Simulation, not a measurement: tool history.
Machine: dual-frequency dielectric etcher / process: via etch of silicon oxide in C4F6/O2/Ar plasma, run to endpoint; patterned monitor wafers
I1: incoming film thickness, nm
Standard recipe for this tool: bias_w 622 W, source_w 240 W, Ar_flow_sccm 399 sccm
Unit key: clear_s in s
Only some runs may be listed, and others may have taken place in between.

{"run": 1, "hour": 0.0, "bias_w": 622, "source_w": 240, "Ar_flow_sccm": 353, "I1": 193.1, "clear_s": 43.5}
{"run": 2, "hour": 71.9, "bias_w": 622, "source_w": 240, "Ar_flow_sccm": 353, "I1": 189.0, "clear_s": 42.5}
{"run": 3, "hour": 112.8, "bias_w": 622, "source_w": 240, "Ar_flow_sccm": 353, "I1": 191.1, "clear_s": 42.3}
{"run": 4, "hour": 173.1, "bias_w": 622, "source_w": 240, "Ar_flow_sccm": 399, "I1": 192.2, "clear_s": 42.6}
{"hour": 237.3, "done": "wet clean of the chamber"}
{"run": 5, "hour": 237.8, "bias_w": 622, "source_w": 240, "Ar_flow_sccm": 399, "I1": 190.7, "clear_s": 44.6}
{"run": 6, "hour": 268.7, "bias_w": 622, "source_w": 240, "Ar_flow_sccm": 459, "I1": 191.9, "clear_s": 45.2}
{"hour": 289.2, "done": "Ar flow controller replaced"}
{"run": 7, "hour": 334.8, "bias_w": 622, "source_w": 240, "Ar_flow_sccm": 459, "I1": 191.1, "clear_s": 44.9}
{"run": 8, "hour": 397.4, "bias_w": 746, "source_w": 190, "Ar_flow_sccm": 441, "I1": 190.5, "clear_s": 44.1}
{"hour": 467.9, "done": "upper electrode replaced"}
{"run": 9, "hour": 468.4, "bias_w": 622, "source_w": 240, "Ar_flow_sccm": 364, "I1": 192.3, "clear_s": 43.0}
{"hour": 475.6, "done": "bias power generator calibrated"}
{"run": 10, "hour": 491.5, "bias_w": 622, "source_w": 240, "Ar_flow_sccm": 399, "I1": 189.1, "clear_s": 42.6}
{"hour": 499.5, "done": "source power generator calibrated"}
{"run": 11, "hour": 548.3, "bias_w": 511, "source_w": 220, "Ar_flow_sccm": 466, "I1": 189.4, "clear_s": 46.7}
{"hour": 593.5, "done": "wet clean of the chamber"}
{"run": 12, "hour": 594.0, "bias_w": 622, "source_w": 300, "Ar_flow_sccm": 399, "I1": 188.6, "clear_s": 41.2}
{"run": 13, "hour": 629.9, "bias_w": 549, "source_w": 260, "Ar_flow_sccm": 354, "I1": 189.0, "clear_s": 44.1}
{"run": 14, "hour": 662.2, "bias_w": 622, "source_w": 260, "Ar_flow_sccm": 468, "I1": 190.4, "clear_s": 44.1}

Forecast each of these 4 alternatives for the next run:
{"run": "A", "hour": 662.6, "bias_w": 622, "source_w": 280, "Ar_flow_sccm": 399, "I1": 188.8, "clear_s": "?"}
{"run": "B", "hour": 662.6, "bias_w": 773, "source_w": 220, "Ar_flow_sccm": 491, "I1": 188.8, "clear_s": "?"}
{"run": "C", "hour": 662.6, "bias_w": 766, "source_w": 280, "Ar_flow_sccm": 399, "I1": 188.8, "clear_s": "?"}
{"run": "D", "hour": 662.6, "bias_w": 678, "source_w": 240, "Ar_flow_sccm": 338, "I1": 188.8, "clear_s": "?"}

run=A clear_s=41.7
run=B clear_s=43.0
run=C clear_s=39.2
run=D clear_s=42.2
With no hidden state in the tool, these same runs would have given:
run=A clear_s=42.0
run=B clear_s=43.3
run=C clear_s=39.4
run=D clear_s=42.4
